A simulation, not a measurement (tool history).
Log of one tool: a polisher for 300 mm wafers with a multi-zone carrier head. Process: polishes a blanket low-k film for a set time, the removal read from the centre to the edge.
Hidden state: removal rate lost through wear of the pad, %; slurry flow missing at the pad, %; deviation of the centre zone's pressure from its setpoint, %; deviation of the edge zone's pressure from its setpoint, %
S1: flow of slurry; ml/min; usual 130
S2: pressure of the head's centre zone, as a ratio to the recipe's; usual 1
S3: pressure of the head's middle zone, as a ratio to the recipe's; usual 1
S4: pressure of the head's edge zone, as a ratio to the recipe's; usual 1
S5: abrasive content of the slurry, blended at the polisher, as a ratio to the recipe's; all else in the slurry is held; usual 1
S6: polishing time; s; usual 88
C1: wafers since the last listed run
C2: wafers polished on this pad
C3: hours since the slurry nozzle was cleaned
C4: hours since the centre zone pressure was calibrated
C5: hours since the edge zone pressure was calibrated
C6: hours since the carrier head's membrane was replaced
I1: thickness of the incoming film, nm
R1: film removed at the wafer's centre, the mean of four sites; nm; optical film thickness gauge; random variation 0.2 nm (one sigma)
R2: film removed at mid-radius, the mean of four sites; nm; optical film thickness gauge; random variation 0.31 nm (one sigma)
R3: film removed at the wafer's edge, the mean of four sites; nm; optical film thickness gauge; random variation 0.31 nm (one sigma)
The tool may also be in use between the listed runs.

run 1 day=0 | S1=130 S2=0.94 S3=1 S4=1 S5=1 S6=88 | C1=0 C2=1381 C3=358.5 C4=291.7 C5=624.6 C6=240.9 | I1=399.3 | R1=19.5 R2=21.2 R3=22.3
run 2 day=1.783 | S1=130 S2=1 S3=1 S4=1 S5=1.05 S6=88 | C1=259 C2=1640 C3=401.3 C4=334.5 C5=667.4 C6=283.7 | I1=403.6 | R1=21.3 R2=21.5 R3=22.5
-- day=3.108 worn pad replaced by a new one
-- day=3.171 slurry nozzle cleaned
run 3 day=3.958 | S1=115 S2=1 S3=1 S4=1 S5=1.15 S6=88 | C1=286 C2=117 C3=18.9 C4=386.7 C5=719.6 C6=335.9 | I1=398.5 | R1=23 R2=23.7 R3=23.9
run 4 day=5.221 | S1=115 S2=1 S3=1 S4=1 S5=1.15 S6=88 | C1=183 C2=301 C3=49.2 C4=417 C5=749.9 C6=366.2 | I1=396.3 | R1=22.1 R2=23 R3=23.7
run 5 day=6.983 | S1=120 S2=1 S3=1 S4=1 S5=1 S6=88 | C1=256 C2=558 C3=91.5 C4=459.3 C5=792.2 C6=408.5 | I1=402.4 | R1=20.8 R2=21.8 R3=22.2
run 6 day=9.8 | S1=120 S2=1 S3=1 S4=1 S5=1 S6=88 | C1=410 C2=968 C3=159.1 C4=526.9 C5=859.8 C6=476.1 | I1=401 | R1=20.1 R2=21.7 R3=21.8
-- day=13.996 worn pad replaced by a new one
run 7 day=17.642 | S1=130 S2=1 S3=0.91 S4=1 S5=1 S6=88 | C1=1117 C2=530 C3=347.3 C4=715.1 C5=1048 C6=664.3 | I1=401.5 | R1=20.3 R2=20.4 R3=21.6
run 8 day=20.138 | S1=130 S2=1 S3=0.91 S4=1 S5=1 S6=88 | C1=363 C2=894 C3=407.2 C4=775 C5=1107.9 C6=724.2 | I1=404.8 | R1=19.7 R2=19.8 R3=21.7
run 9 day=21.433 | S1=130 S2=1 S3=0.91 S4=1 S5=1 S6=88 | C1=188 C2=1082 C3=438.3 C4=806.1 C5=1139 C6=755.3 | I1=398.4 | R1=19.1 R2=20 R3=21.4
run 10 day=22.742 | S1=155 S2=0.94 S3=1 S4=1 S5=1 S6=88 | C1=190 C2=1273 C3=469.7 C4=837.5 C5=1170.4 C6=786.7 | I1=395.5 | R1=18.6 R2=21.7 R3=22.6
-- day=23.288 slurry nozzle cleaned
-- day=23.588 carrier head's membrane replaced by a new one
-- day=24.083 worn pad replaced by a new one
run 11 day=24.571 | S1=130 S2=1 S3=1 S4=1 S5=1 S6=88 | C1=205 C2=71 C3=30.8 C4=881.4 C5=1214.3 C6=23.6 | I1=396.1 | R1=20.1 R2=22.1 R3=22.4
run 12 day=25.967 | S1=130 S2=1 S3=0.88 S4=1 S5=1 S6=88 | C1=203 C2=274 C3=64.3 C4=914.9 C5=1247.8 C6=57.1 | I1=401.8 | R1=19.4 R2=19.7 R3=22.4
-- day=27.112 edge zone pressure recalibrated
run 13 day=27.946 | S1=130 S2=1 S3=1 S4=1 S5=1 S6=67 | C1=275 C2=550 C3=111.8 C4=962.4 C5=20 C6=104.6 | I1=398.7 | R1=14.7 R2=16.5 R3=16.6
run 14 day=29.233 | S1=130 S2=1 S3=1 S4=1 S5=1 S6=88 | C1=187 C2=737 C3=142.7 C4=993.3 C5=50.9 C6=135.5 | I1=392.7 | R1=19.1 R2=21.7 R3=22.3
run 15 day=32.179 | S1=130 S2=1 S3=1 S4=1.06 S5=1 S6=88 | C1=428 C2=1166 C3=213.4 C4=1064 C5=121.6 C6=206.2 | I1=399.9 | R1=18.7 R2=21.7 R3=22.6
-- day=34.121 centre zone pressure recalibrated
-- day=34.362 worn pad replaced by a new one
run 16 day=34.479 | S1=130 S2=1.12 S3=1 S4=1 S5=1 S6=88 | C1=298 C2=17 C3=268.6 C4=8.6 C5=176.8 C6=261.4 | I1=401.3 | R1=24.8 R2=22.2 R3=22.8
run 17 day=37.071 | S1=130 S2=1 S3=1 S4=1 S5=1 S6=88 | C1=377 C2=394 C3=330.8 C4=70.8 C5=239 C6=323.6 | I1=397.4 | R1=21.1 R2=22.2 R3=22.6
run 18 day=39.471 | S1=130 S2=1 S3=1 S4=1 S5=1 S6=115 | C1=349 C2=743 C3=388.4 C4=128.4 C5=296.6 C6=381.2 | I1=398.1 | R1=27.6 R2=28.1 R3=29.1
run 19 day=42.188 | S1=120 S2=1 S3=1 S4=1 S5=1 S6=88 | C1=395 C2=1139 C3=453.6 C4=193.6 C5=361.8 C6=446.4 | I1=401.5 | R1=20.2 R2=21 R3=21
run 20 day=44.254 | S1=130 S2=1.05 S3=0.88 S4=0.95 S5=1 S6=63 | C1=300 C2=1440 C3=503.2 C4=243.2 C5=411.4 C6=496 | I1=401.8 | R1=15.3 R2=14 R3=15.1
-- day=44.55 worn pad replaced by a new one
run 21 day=45.517 | S1=130 S2=1 S3=1 S4=1 S5=1 S6=88 | C1=159 C2=140 C3=533.5 C4=273.5 C5=441.7 C6=526.3 | I1=393.8 | R1=21.4 R2=22.3 R3=22.3
-- day=45.588 slurry nozzle cleaned
run 22 day=51.05 | S1=100 S2=1 S3=1 S4=1 S5=1 S6=88 | C1=799 C2=939 C3=131.1 C4=406.3 C5=574.5 C6=659.1 | I1=403.3 | R1=19.7 R2=20.8 R3=21.3

Measured less the same run without the tool's hidden state. The same run-to-run variation is in both; the gauge's scatter may not be:
run=1 R1=-1.6 R2=-1.3 R3=-1.4
run=2 R1=-1.8 R2=-1.4 R3=-1.5
run=3 R1=-0.8 R2=-0.3 R3=-0.3
run=4 R1=-1.1 R2=-0.6 R3=-0.6
run=5 R1=-1.4 R2=-0.8 R3=-0.7
run=6 R1=-1.8 R2=-1 R3=-1
run=7 R1=-2.2 R2=-0.8 R3=-0.9
run=8 R1=-2.6 R2=-1.1 R3=-1.1
run=9 R1=-2.8 R2=-1.1 R3=-1.2
run=10 R1=-2.9 R2=-1.3 R3=-1.4
run=11 R1=-2.2 R2=-0.1 R3=-0.2
run=12 R1=-2.6 R2=-0.4 R3=-0.5
run=13 R1=-2.4 R2=-0.6 R3=-0.6
run=14 R1=-3.4 R2=-0.9 R3=-0.9
run=15 R1=-3.9 R2=-1.1 R3=-1.2
run=16 R1=-0.4 R2=-0.1 R3=-0.1
run=17 R1=-0.9 R2=-0.7 R3=-0.7
run=18 R1=-1.6 R2=-1.3 R3=-1.3
run=19 R1=-1.4 R2=-1.1 R3=-1.1
run=20 R1=-1.2 R2=-0.8 R3=-0.9
run=21 R1=-0.9 R2=-0.5 R3=-0.5
run=22 R1=-1.7 R2=-1.1 R3=-1.2
